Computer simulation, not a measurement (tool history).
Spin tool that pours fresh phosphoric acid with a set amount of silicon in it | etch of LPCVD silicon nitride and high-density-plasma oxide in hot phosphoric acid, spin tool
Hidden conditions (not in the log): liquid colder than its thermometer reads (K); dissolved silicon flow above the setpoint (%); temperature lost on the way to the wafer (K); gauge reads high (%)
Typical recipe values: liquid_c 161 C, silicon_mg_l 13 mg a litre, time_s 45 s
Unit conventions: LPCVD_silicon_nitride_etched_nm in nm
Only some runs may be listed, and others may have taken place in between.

run,day,liquid_c,silicon_mg_l,time_s,wafers since the last listed run,hours since the thermometer was replaced,hours since the dissolved silicon flow meter was replaced,hours since the heated supply line was repaired,hours since the gauge calibration,"read-back film thickness of the LPCVD silicon nitride reference wafer, read on the same gauge (nm)",LPCVD_silicon_nitride_etched_nm
1,0,161,6,55,0,625.9,1714.1,2934.4,108.3,119.962,4.914
2,0.633,161,13,45,132,641.1,1729.3,2949.6,123.5,119.996,3.993
3,1.962,161,20,45,278,673,1761.2,2981.5,155.4,119.975,3.961
4,2.629,161,20,45,139,689,1777.2,2997.5,171.4,119.979,4.018
5,3.208,161,13,45,121,702.9,1791.1,3011.4,185.3,119.953,3.996
# day 3.362: thermometer replaced
6,4.421,161,13,45,245,25.4,1820.2,3040.5,214.4,119.988,3.933
# day 4.925: dissolved silicon flow meter replaced
7,5.1,161,13,45,133,41.7,4.2,3056.8,230.7,120.065,3.979
8,6.538,163,21,55,301,76.2,38.7,3091.3,265.2,120.032,5.245
9,7.671,161,13,45,237,103.4,65.9,3118.5,292.4,119.998,3.985
10,8.688,159,10,60,213,127.8,90.3,3142.9,316.8,119.936,4.997
11,10.129,161,23,45,302,162.4,124.9,3177.5,351.4,120.01,4.006
# day 10.5: gauge calibrated
12,11.292,161,18,60,244,190.3,152.8,3205.4,19,119.997,5.298
13,11.812,159.5,21,30,109,202.8,165.3,3217.9,31.5,120.017,2.528
14,12.712,161,22.5,45,188,224.4,186.9,3239.5,53.1,120.023,3.988
# day 12.788: heated supply line repaired
15,13.704,158,17,60,199,248.2,210.7,22,76.9,120.032,4.832
16,14.642,158,17,60,196,270.7,233.2,44.5,99.4,120.016,4.762
17,15.521,162.5,2.5,30,184,291.8,254.3,65.6,120.5,120.015,2.795
18,16.125,161,13,45,126,306.3,268.8,80.1,135,120.014,4.009
19,16.642,158.5,22.5,70,108,318.7,281.2,92.5,147.4,119.97,5.748
20,17.958,161,3,65,276,350.3,312.8,124.1,179,119.989,5.769
21,21.121,164,13,45,663,426.2,388.7,200,254.9,120.025,4.392

Describe how what the log doesn't record of the tool's condition differs between the last listed run preceding each entry between runs and the first listed run following it.
Between runs 5 and 6: thermometer replaced (day 3.362)
  no hidden state differs between the two runs
Between runs 6 and 7: dissolved silicon flow meter replaced (day 4.925)
  no hidden state differs between the two runs
Between runs 11 and 12: gauge calibrated (day 10.5)
  no hidden state differs between the two runs
Between runs 14 and 15: heated supply line repaired (day 12.788)
  no hidden state differs between the two runs
